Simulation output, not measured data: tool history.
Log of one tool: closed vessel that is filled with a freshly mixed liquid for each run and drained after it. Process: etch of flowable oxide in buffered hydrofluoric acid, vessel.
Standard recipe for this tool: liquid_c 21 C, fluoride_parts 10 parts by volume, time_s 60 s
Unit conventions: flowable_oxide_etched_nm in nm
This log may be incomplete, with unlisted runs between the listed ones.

run,hour,liquid_c,fluoride_parts,time_s,wafers since the last listed run,hours since the thermometer was replaced,hours since the hydrofluoric acid flow meter was replaced,hours since the gauge calibration,"read-back film thickness of the flowable oxide reference wafer, read on the same gauge (nm)",flowable_oxide_etched_nm
1,0,17.5,9,60,0,855.6,1306.7,281.3,139.94,142.97
2,34.4,17.5,9,60,4245,890,1341.1,315.7,139.97,145.19
3,63.3,21,10,80,3566,918.9,1370,344.6,139.98,216.34
4,83.1,21,10,80,2443,938.7,1389.8,364.4,140.02,219.28
5,108.4,21,10,85,3122,964,1415.1,389.7,139.97,232.86
6,130.5,21,10,85,2727,986.1,1437.2,411.8,139.96,234.01
7,156,21,10,60,3147,1011.6,1462.7,437.3,140.04,164.81
8,188.9,21,10,60,4060,1044.5,1495.6,470.2,140,165.5
9,207.8,21,10,60,2332,1063.4,1514.5,489.1,139.99,166.52
10,223.2,21,10,60,1900,1078.8,1529.9,504.5,140.04,167.67
11,255.1,26,10,30,3937,1110.7,1561.8,536.4,140,109.93
# hour 268.4: gauge calibrated
12,271.2,17,12,85,1987,1126.8,1577.9,2.8,140.03,159.68
13,284.2,21,8.5,60,1604,1139.8,1590.9,15.8,139.97,191.05
# hour 299.6: hydrofluoric acid flow meter replaced
# hour 303.8: thermometer replaced
14,306,21,10,60,2443,2.2,6.4,37.6,140.04,151.52
15,332.9,23.5,10,35,3319,29.1,33.3,64.5,139.99,101.51
16,349,25.5,11.5,35,1987,45.2,49.4,80.6,139.97,98.55
17,384.2,21,10,60,4344,80.4,84.6,115.8,140,152.78
18,397.3,21,13,60,1616,93.5,97.7,128.9,140.02,117.93
19,412.7,24.5,14,45,1900,108.9,113.1,144.3,140.04,100.5
20,448.2,25,12,45,4381,144.4,148.6,179.8,140.06,119.36

Consider 3 possible next runs. They are alternatives, not a sequence: every one starts from the tool as it was left by run 20. What does each give?
A,448.9,17,10,60,86,145.1,149.3,180.5,?,?
B,448.9,21,12,45,86,145.1,149.3,180.5,?,?
C,448.9,18.5,8,70,86,145.1,149.3,180.5,?,?

run,"read-back film thickness of the flowable oxide reference wafer, read on the same gauge (nm)",flowable_oxide_etched_nm
A,140.05,122.62
B,140.05,96.37
C,140.05,189.12
Without the tool's unlogged condition, the same runs would have read:
run,flowable_oxide_etched_nm
A,118.7
B,93.36
C,183.14
